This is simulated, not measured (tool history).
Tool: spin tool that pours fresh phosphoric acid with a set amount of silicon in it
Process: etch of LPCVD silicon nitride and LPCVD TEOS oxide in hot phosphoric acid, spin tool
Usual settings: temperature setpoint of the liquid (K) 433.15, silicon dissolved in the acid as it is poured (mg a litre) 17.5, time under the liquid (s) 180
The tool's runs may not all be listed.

run,hour,temperature setpoint of the liquid (K),silicon dissolved in the acid as it is poured (mg a litre),time under the liquid (s),wafers since the last listed run,hours since the thermometer was replaced,hours since the dissolved silicon flow meter was replaced,hours since the heated supply line was repaired,hours since the gauge calibration,"read-back film thickness of the LPCVD silicon nitride reference wafer, read on the same gauge (nm)",thickness taken off the LPCVD silicon nitride on a monitor wafer (Å)
1,0,433.15,17.5,180,0,2015.8,686.2,1910.1,1318.2,95.18,171
2,85.3,433.15,17.5,180,709,2101.1,771.5,1995.4,1403.5,94.54,167.2
3,147.6,433.15,17.5,150,518,2163.4,833.8,2057.7,1465.8,94.07,141.4
# hour 291.3: gauge calibrated
4,312,433.15,17.5,150,1368,2327.8,998.2,2222.1,20.7,99.12,146.4
5,389.3,433.15,17.5,180,643,2405.1,1075.5,2299.4,98,99.1,175
# hour 412.8: thermometer replaced
6,664.4,433.15,17.5,180,2281,251.6,1350.6,2574.5,373.1,98.76,175.9
7,766.2,433.15,17.5,180,847,353.4,1452.4,2676.3,474.9,98.53,176.4
# hour 790.9: heated supply line repaired
8,805.3,431.65,27,145,317,392.5,1491.5,14.4,514,98.41,134.2
9,888.1,433.15,17.5,180,689,475.3,1574.3,97.2,596.8,98.18,177.1
10,992.5,433.15,17.5,85,868,579.7,1678.7,201.6,701.2,97.82,81.6
11,1029.3,431.65,23.5,230,306,616.5,1715.5,238.4,738,97.67,212.9
12,1113.4,431.15,17.5,235,700,700.6,1799.6,322.5,822.1,97.35,213.9
13,1211.5,433.15,17.5,180,816,798.7,1897.7,420.6,920.2,96.89,172.5
14,1265.9,430.15,17.5,270,452,853.1,1952.1,475,974.6,96.6,234.5
# hour 1338.5: dissolved silicon flow meter replaced
15,1373.3,433.15,11,180,885,960.5,34.8,582.4,1082,96.05,171.1
16,1430.8,433.15,17.5,180,478,1018,92.3,639.9,1139.5,95.72,174.3
17,1528.6,436.15,4,115,814,1115.8,190.1,737.7,1237.3,95.07,119.4
18,1602.9,432.15,25.5,245,618,1190.1,264.4,812,1311.6,94.58,222.4
19,1698.4,434.65,17.5,215,794,1285.6,359.9,907.5,1407.1,93.88,210.9
20,1762.9,433.15,28.5,270,536,1350.1,424.4,972,1471.6,93.42,251.2

Run 21 comes next. What will it give?
# hour 1784.5: gauge calibrated
21,1840.9,434.15,17.5,135,649,1428.1,502.4,1050,56.4,?,?

read-back film thickness of the LPCVD silicon nitride reference wafer, read on the same gauge (nm): 100.48
thickness taken off the LPCVD silicon nitride on a monitor wafer (Å): 139.7
Without the tool's hidden state the same run would have given thickness taken off the LPCVD silicon nitride on a monitor wafer (Å) 139.
